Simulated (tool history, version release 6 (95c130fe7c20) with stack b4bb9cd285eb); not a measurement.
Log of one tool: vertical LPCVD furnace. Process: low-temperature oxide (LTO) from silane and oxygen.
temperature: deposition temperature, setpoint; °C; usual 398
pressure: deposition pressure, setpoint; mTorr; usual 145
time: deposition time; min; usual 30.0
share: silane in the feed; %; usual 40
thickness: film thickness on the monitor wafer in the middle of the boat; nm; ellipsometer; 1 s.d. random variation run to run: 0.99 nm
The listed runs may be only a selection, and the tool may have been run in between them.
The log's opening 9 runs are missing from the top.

run,hour,temperature,pressure,time,share,wafers since the last listed run,hours since the last temperature calibration,hours since the pressure gauge was zeroed,hours since the silane flow controller was replaced,hours since the gauge calibration,"read-back reference wafer on the same gauge, thickness",thickness
10,752.9,398,145,30.0,40,1056,1815.5,2793.7,3239.0,132.2,192.82,186.73
11,811.7,398,145,30.0,40,973,1874.3,2852.5,3297.8,191.0,192.88,182.74
12,898.7,398,145,30.0,40,1440,1961.3,2939.5,3384.8,278.0,192.73,182.87
13,992.5,398,165,30.0,43,1552,2055.1,3033.3,3478.6,371.8,193.42,228.27
14,1256.4,398,120,40.5,46,4368,2319.0,3297.2,3742.5,635.7,192.91,240.00
# hour 1318.6: silane flow controller replaced
# hour 1328.4: thermocouples replaced and temperature profile calibrated
15,1328.9,405,170,18.5,43,640,0.5,3369.7,10.3,708.2,193.23,155.92
16,1403.0,398,170,30.0,40,1226,74.6,3443.8,84.4,782.3,193.12,215.17
17,1495.7,398,150,30.0,40,1534,167.3,3536.5,177.1,875.0,192.99,191.94
18,1537.4,398,145,30.0,38,690,209.0,3578.2,218.8,916.7,192.63,171.88
# hour 1590.4: pressure gauge zeroed
19,1622.4,398,145,30.0,40,1009,294.0,32.0,303.8,1001.7,192.63,186.08
20,1714.2,388,175,30.0,47,1519,385.8,123.8,395.6,1093.5,193.00,238.29
21,1765.6,398,145,30.0,40,850,437.2,175.2,447.0,1144.9,192.36,183.49
22,1817.3,402,145,30.0,36,855,488.9,226.9,498.7,1196.6,192.89,169.59
23,1880.6,394,145,24.5,40,1047,552.2,290.2,562.0,1259.9,192.96,143.01
24,1957.5,398,145,30.0,40,1272,629.1,367.1,638.9,1336.8,193.06,183.64
25,2006.2,398,170,20.5,34,806,677.8,415.8,687.6,1385.5,192.96,120.15
26,2087.7,394,115,41.5,45,1349,759.3,497.3,769.1,1467.0,192.90,219.62
27,2153.6,393,160,30.0,34,1090,825.2,563.2,835.0,1532.9,193.09,154.28
28,2232.3,403,145,30.0,38,1302,903.9,641.9,913.7,1611.6,193.05,181.69
29,2277.0,398,135,30.0,40,739,948.6,686.6,958.4,1656.3,192.72,169.57
30,2370.9,398,145,30.0,40,1554,1042.5,780.5,1052.3,1750.2,193.39,185.79

Consider 5 possible next runs. They are alternatives, not a sequence: every one starts from the tool as it was left by run 30. What does each give?
A,2374.6,398,145,30.0,40,61,1046.2,784.2,1056.0,1753.9,?,?
B,2374.6,401,160,41.0,34,61,1046.2,784.2,1056.0,1753.9,?,?
C,2374.6,398,110,21.0,40,61,1046.2,784.2,1056.0,1753.9,?,?
D,2374.6,402,130,35.5,46,61,1046.2,784.2,1056.0,1753.9,?,?
E,2374.6,392,165,23.5,34,61,1046.2,784.2,1056.0,1753.9,?,?

run,"read-back reference wafer on the same gauge, thickness",thickness
A,192.81,184.24
B,192.81,233.34
C,192.81,97.84
D,192.81,237.77
E,192.81,124.13
Take away the tool's hidden state, keep each run's random variation, and the runs would have read:
run,thickness
A,184.24
B,233.34
C,97.84
D,237.77
E,124.13
